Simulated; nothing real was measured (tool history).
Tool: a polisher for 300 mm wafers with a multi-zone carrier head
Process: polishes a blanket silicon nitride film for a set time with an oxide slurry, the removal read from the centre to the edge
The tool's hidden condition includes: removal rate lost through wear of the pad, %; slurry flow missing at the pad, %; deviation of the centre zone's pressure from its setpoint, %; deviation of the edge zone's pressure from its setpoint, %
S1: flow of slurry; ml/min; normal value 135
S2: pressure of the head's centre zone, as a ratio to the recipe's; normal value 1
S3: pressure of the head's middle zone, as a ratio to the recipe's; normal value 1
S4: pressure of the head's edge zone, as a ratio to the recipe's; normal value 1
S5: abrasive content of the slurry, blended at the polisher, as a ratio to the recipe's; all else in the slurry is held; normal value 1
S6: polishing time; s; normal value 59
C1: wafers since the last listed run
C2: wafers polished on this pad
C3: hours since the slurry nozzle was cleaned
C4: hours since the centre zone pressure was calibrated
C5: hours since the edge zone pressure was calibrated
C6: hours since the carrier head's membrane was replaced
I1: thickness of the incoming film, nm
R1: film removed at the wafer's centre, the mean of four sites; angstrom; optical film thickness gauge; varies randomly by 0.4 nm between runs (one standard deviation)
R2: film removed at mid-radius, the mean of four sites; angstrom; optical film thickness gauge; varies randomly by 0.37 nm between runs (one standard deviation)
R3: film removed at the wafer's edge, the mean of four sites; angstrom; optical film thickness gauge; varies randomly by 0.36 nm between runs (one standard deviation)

Run 1, hour 0: usual settings; C1 0; C2 1493; C3 59.3; C4 231.2; C5 44.9; C6 50.5; I1 545.4. Result: R1 323 angstrom, R2 329 angstrom, R3 333 angstrom.
Run 2, hour 35.8: usual settings; C1 384; C2 1878; C3 95.1; C4 267; C5 80.7; C6 86.3; I1 546. Result: R1 306 angstrom, R2 320 angstrom, R3 320 angstrom.
Run 3, hour 70.4: usual settings but S1 165 ml/min; C1 371; C2 2250; C3 129.7; C4 301.6; C5 115.3; C6 120.9; I1 547.6. Result: R1 316 angstrom, R2 327 angstrom, R3 318 angstrom.
Run 4, hour 125.9: usual settings but S1 100 ml/min; C1 596; C2 2846; C3 185.2; C4 357.1; C5 170.8; C6 176.4; I1 550.1. Result: R1 270 angstrom, R2 295 angstrom, R3 295 angstrom.
At hour 147: worn pad replaced by a new one.
At hour 159.7: centre zone pressure recalibrated.
Run 5, hour 186.1: usual settings but S1 100 ml/min; C1 582; C2 398; C3 245.4; C4 26.4; C5 231; C6 236.6; I1 534.9. Result: R1 313 angstrom, R2 329 angstrom, R3 336 angstrom.
Run 6, hour 243.4: usual settings but S4 0.97; C1 615; C2 1014; C3 302.7; C4 83.7; C5 288.3; C6 293.9; I1 548.5. Result: R1 323 angstrom, R2 342 angstrom, R3 333 angstrom.
Run 7, hour 273.3: usual settings; C1 321; C2 1335; C3 332.6; C4 113.6; C5 318.2; C6 323.8; I1 536.9. Result: R1 324 angstrom, R2 332 angstrom, R3 328 angstrom.
At hour 284: slurry nozzle cleaned.
Run 8, hour 325.8: usual settings but S5 0.75; C1 553; C2 1888; C3 41.8; C4 166.1; C5 370.7; C6 376.3; I1 548. Result: R1 236 angstrom, R2 246 angstrom, R3 249 angstrom.
At hour 329.7: edge zone pressure recalibrated.
Run 9, hour 368.5: usual settings but S3 1.12; C1 437; C2 2325; C3 84.5; C4 208.8; C5 38.8; C6 419; I1 533.5. Result: R1 309 angstrom, R2 351 angstrom, R3 319 angstrom.
At hour 441.9: worn pad replaced by a new one.
Run 10, hour 442.4: usual settings but S2 1.09; C1 750; C2 5; C3 158.4; C4 282.7; C5 112.7; C6 492.9; I1 541.6. Result: R1 354 angstrom, R2 349 angstrom, R3 348 angstrom.
Run 11, hour 494.6: usual settings but S3 1.05; C1 560; C2 565; C3 210.6; C4 334.9; C5 164.9; C6 545.1; I1 543.5. Result: R1 323 angstrom, R2 360 angstrom, R3 345 angstrom.
Run 12, hour 547.5: usual settings but S3 0.92, S5 1.15; C1 568; C2 1134; C3 263.5; C4 387.8; C5 217.8; C6 598; I1 541.8. Result: R1 337 angstrom, R2 344 angstrom, R3 366 angstrom.
Run 13, hour 586.5: usual settings but S6 44 s; C1 418; C2 1553; C3 302.5; C4 426.8; C5 256.8; C6 637; I1 533.9. Result: R1 219 angstrom, R2 244 angstrom, R3 246 angstrom.
At hour 594.5: centre zone pressure recalibrated.
At hour 631.7: slurry nozzle cleaned.
Run 14, hour 637.1: usual settings; C1 511; C2 2064; C3 5.4; C4 42.6; C5 307.4; C6 687.6; I1 536. Result: R1 317 angstrom, R2 324 angstrom, R3 325 angstrom.
At hour 683.7: edge zone pressure recalibrated.
Run 15, hour 684.2: usual settings but S2 1.11; C1 484; C2 2548; C3 52.5; C4 89.7; C5 0.5; C6 734.7; I1 533.7. Result: R1 355 angstrom, R2 312 angstrom, R3 313 angstrom.
Run 16, hour 718.5: usual settings but S1 150 ml/min, S2 1.04, S3 1.1, S4 1.12; C1 368; C2 2917; C3 86.8; C4 124; C5 34.8; C6 769; I1 533.1. Result: R1 331 angstrom, R2 345 angstrom, R3 330 angstrom.
At hour 723.5: carrier head's membrane replaced by a new one.
At hour 777.3: worn pad replaced by a new one.
Run 17, hour 924.3: usual settings but S5 0.75; C1 2113; C2 1578; C3 292.6; C4 329.8; C5 240.6; C6 200.8; I1 541.3. Result: R1 236 angstrom, R2 252 angstrom, R3 252 angstrom.
At hour 946.1: centre zone pressure recalibrated.
Run 18, hour 966.2: usual settings but S1 110 ml/min, S2 0.9, S4 1.11; C1 428; C2 2007; C3 334.5; C4 20.1; C5 282.5; C6 242.7; I1 545. Result: R1 281 angstrom, R2 310 angstrom, R3 332 angstrom.
At hour 988.5: edge zone pressure recalibrated.
At hour 999.1: slurry nozzle cleaned.
Run 19, hour 1120.4: usual settings but S1 110 ml/min, S2 0.93, S4 0.94, S6 43 s; C1 1624; C2 3631; C3 121.3; C4 174.3; C5 131.9; C6 396.9; I1 527.8. Result: R1 190 angstrom, R2 216 angstrom, R3 209 angstrom.
At hour 1132.7: worn pad replaced by a new one.
Run 20, hour 1174.5: usual settings but S3 0.96; C1 538; C2 448; C3 175.4; C4 228.4; C5 186; C6 451; I1 538.3. Result: R1 331 angstrom, R2 337 angstrom, R3 345 angstrom.
Run 21, hour 1212.3: usual settings but S1 120 ml/min, S3 0.89, S4 1.03, S5 0.8; C1 406; C2 854; C3 213.2; C4 266.2; C5 223.8; C6 488.8; I1 542. Result: R1 259 angstrom, R2 245 angstrom, R3 282 angstrom.

Consider 4 possible next runs. They are alternatives, not a sequence: every one starts from the tool as it was left by run 21. What does each give?
Run A, hour 1212.7: usual settings; C1 4; C2 859; C3 213.6; C4 266.6; C5 224.2; C6 489.2; I1 542.4. Result: R1 ?, R2 ?, R3 ?.
Run B, hour 1212.7: usual settings but S1 150 ml/min, S3 0.88, S5 0.8, S6 78 s; C1 4; C2 859; C3 213.6; C4 266.6; C5 224.2; C6 489.2; I1 542.4. Result: R1 ?, R2 ?, R3 ?.
Run C, hour 1212.7: usual settings but S5 1.15, S6 75 s; C1 4; C2 859; C3 213.6; C4 266.6; C5 224.2; C6 489.2; I1 542.4. Result: R1 ?, R2 ?, R3 ?.
Run D, hour 1212.7: usual settings but S2 1.12, S3 0.97, S4 1.06, S5 0.8; C1 4; C2 859; C3 213.6; C4 266.6; C5 224.2; C6 489.2; I1 542.4. Result: R1 ?, R2 ?, R3 ?.

run   R1   R2   R3
  A  329  342  342
  B  362  337  374
  C  460  478  478
  D  301  272  286
What these runs would have given with no unlogged condition in the tool:
run   R1   R2   R3
  A  349  355  355
  B  384  351  389
  C  488  497  496
  D  319  282  297

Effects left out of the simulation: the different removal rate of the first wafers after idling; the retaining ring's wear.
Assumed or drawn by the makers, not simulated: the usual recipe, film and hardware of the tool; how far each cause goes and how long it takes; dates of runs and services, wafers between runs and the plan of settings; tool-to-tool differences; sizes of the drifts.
